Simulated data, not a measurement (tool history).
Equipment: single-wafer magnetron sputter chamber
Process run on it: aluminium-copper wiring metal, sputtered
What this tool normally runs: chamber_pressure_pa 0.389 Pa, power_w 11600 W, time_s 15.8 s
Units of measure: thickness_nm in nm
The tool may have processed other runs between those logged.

run,hour,chamber_pressure_pa,power_w,time_s,"read-back reference wafer on the same gauge, thickness_nm",thickness_nm
1,0,0.389,13500,15.8,384.209,391.147
2,14.1,0.389,13500,15.8,383.65,390.239
3,33.6,0.389,13500,15.8,383.932,393.13
4,47.9,0.389,11600,18.1,383.911,388.636
5,71.2,0.43,11600,15.8,383.726,332.3
6,96.4,0.43,11600,15.8,383.964,330.458
7,128.7,0.389,12950,15.8,384.267,379.754
8,146.4,0.389,12950,15.8,384.01,377.517
# hour 157.4: sputter target and shields replaced
9,171.9,0.389,12950,15.8,383.96,376.593
10,184.7,0.389,11600,15.8,383.769,338.375
11,204.2,0.452,11600,13.7,383.872,284.334
# hour 212: gauge calibrated
12,232.2,0.452,11600,13.7,384.085,287.703
# hour 241.6: capacitance manometer re-zeroed and calibrated
13,265.6,0.389,11600,15.8,384.372,348.229
14,286.9,0.389,11600,15.8,384.265,347.621
15,322.1,0.389,11600,15.8,384.179,346.237
# hour 352.9: sputter target and shields replaced
16,409.2,0.244,9450,15.8,384.089,305.318
17,424.6,0.389,11600,15.8,384.249,345.586
# hour 456.4: capacitance manometer re-zeroed and calibrated, repeated, since the last time left the tool worse
18,459.3,0.389,11600,15.8,384.025,331.008
19,487.9,0.539,13700,16.9,383.556,384.001
20,517.8,0.389,13250,15.8,384.108,378.719
# hour 571.3: sputter target and shields replaced
21,571.8,0.464,13900,15.8,383.975,380.441
# hour 606.6: magnet pack replaced
22,607.1,0.389,9000,13.9,384.131,230.154
23,623.9,0.274,9500,17.6,383.611,328.852
24,647.1,0.389,9100,17.3,383.677,290.048
25,675,0.493,11600,15.8,383.605,313.346
26,688,0.389,11600,15.8,383.695,335.018
27,722.6,0.47,11600,15.8,384.048,317.887
28,736.6,0.513,11600,13.3,383.591,261.581
29,768,0.389,11600,15.8,384.385,333.198
# hour 781.2: sputter target and shields replaced
30,800.3,0.464,13900,15.8,383.9,381.272
31,822.2,0.389,13550,13.3,383.961,327.502
32,857.7,0.389,9600,17.2,383.499,302.603
33,873.4,0.389,11600,15.8,383.802,332.615
34,896.5,0.389,11600,15.8,384.108,334.919

For each run, what was the tool's unlogged condition?
deposition rate above that of a new target (%): 0 across all the runs
gauge reads high (%): 0 across all the runs
H1: true argon pressure above the setpoint (%)
run,H1
1,-7.52
2,-7.6
3,-7.7
4,-7.78
5,-7.9
6,-8.03
7,-8.2
8,-8.3
9,-8.43
10,-8.5
11,-8.6
12,-8.75
13,-18.5
14,-18.6
15,-18.8
16,-19.3
17,-19.4
18,0.268
19,0.117
20,-0.0417
21,-0.328
22,-0.515
23,-0.604
24,-0.727
25,-0.875
26,-0.944
27,-1.13
28,-1.2
29,-1.37
30,-1.54
31,-1.66
32,-1.84
33,-1.93
34,-2.05
